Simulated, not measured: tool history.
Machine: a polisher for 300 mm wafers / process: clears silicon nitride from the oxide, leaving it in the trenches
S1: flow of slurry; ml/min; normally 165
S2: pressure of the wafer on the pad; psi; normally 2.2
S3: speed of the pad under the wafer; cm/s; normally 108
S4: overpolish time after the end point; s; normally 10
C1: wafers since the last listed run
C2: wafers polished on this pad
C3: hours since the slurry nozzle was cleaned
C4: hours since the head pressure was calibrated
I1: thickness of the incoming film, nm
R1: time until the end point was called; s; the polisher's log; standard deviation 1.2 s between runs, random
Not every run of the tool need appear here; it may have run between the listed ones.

Run 1, hour 0.0: usual settings; C1 0; C2 651; C3 192.1; C4 611.7; I1 76.2. Result: R1 100.8 s.
Run 2, hour 13.8: usual settings; C1 100; C2 751; C3 205.9; C4 625.5; I1 74.3. Result: R1 101.2 s.
Run 3, hour 24.6: usual settings but S1 145 ml/min; C1 78; C2 830; C3 216.7; C4 636.3; I1 76.2. Result: R1 104.1 s.
Run 4, hour 32.1: usual settings but S1 145 ml/min; C1 54; C2 884; C3 224.2; C4 643.8; I1 75.0. Result: R1 105.8 s.
Run 5, hour 39.4: usual settings but S1 145 ml/min; C1 53; C2 937; C3 231.5; C4 651.1; I1 75.7. Result: R1 105.4 s.
Run 6, hour 45.4: usual settings but S1 195 ml/min, S4 7 s; C1 43; C2 981; C3 237.5; C4 657.1; I1 75.8. Result: R1 100.0 s.
Run 7, hour 57.1: usual settings; C1 85; C2 1066; C3 249.2; C4 668.8; I1 76.5. Result: R1 104.0 s.
Run 8, hour 67.0: usual settings but S1 205 ml/min, S3 146 cm/s; C1 71; C2 1138; C3 259.1; C4 678.7; I1 74.4. Result: R1 75.9 s.
Run 9, hour 76.5: usual settings but S1 205 ml/min, S3 146 cm/s; C1 69; C2 1207; C3 268.6; C4 688.2; I1 75.8. Result: R1 78.6 s.
Run 10, hour 90.9: usual settings but S1 115 ml/min, S2 2.8 psi, S3 130 cm/s, S4 15 s; C1 104; C2 1312; C3 283.0; C4 702.6; I1 74.8. Result: R1 69.7 s.
At hour 96.2: worn pad replaced by a new one.
At hour 112.3: head pressure recalibrated.
At hour 119.3: worn pad replaced by a new one, repeated, since the last time left the tool worse.
Run 11, hour 125.4: usual settings but S1 150 ml/min, S2 1.8 psi; C1 178; C2 44; C3 317.5; C4 13.1; I1 76.3. Result: R1 120.7 s.
At hour 130.5: slurry nozzle cleaned.
Run 12, hour 139.0: usual settings but S1 145 ml/min; C1 91; C2 136; C3 8.5; C4 26.7; I1 75.0. Result: R1 96.5 s.
Run 13, hour 147.6: usual settings but S1 215 ml/min, S2 2.5 psi, S3 140 cm/s, S4 12 s; C1 62; C2 198; C3 17.1; C4 35.3; I1 73.9. Result: R1 65.1 s.
Run 14, hour 163.3: usual settings but S1 140 ml/min; C1 114; C2 312; C3 32.8; C4 51.0; I1 75.5. Result: R1 101.2 s.

3 ways to go on from here, each from the tool as it stands after run 14. What would each give?
Run A, hour 163.8: usual settings but S1 205 ml/min; C1 3; C2 316; C3 33.3; C4 51.5; I1 74.8. Result: R1 ?.
Run B, hour 163.8: usual settings but S1 190 ml/min, S3 82 cm/s; C1 3; C2 316; C3 33.3; C4 51.5; I1 74.8. Result: R1 ?.
Run C, hour 163.8: usual settings but S1 110 ml/min, S3 124 cm/s, S4 7 s; C1 3; C2 316; C3 33.3; C4 51.5; I1 74.8. Result: R1 ?.

run     R1
  A   93.8
  B  118.6
  C   89.2
Had the tool no hidden state, the same runs would have come out as:
run     R1
  A   89.7
  B  113.4
  C   85.3
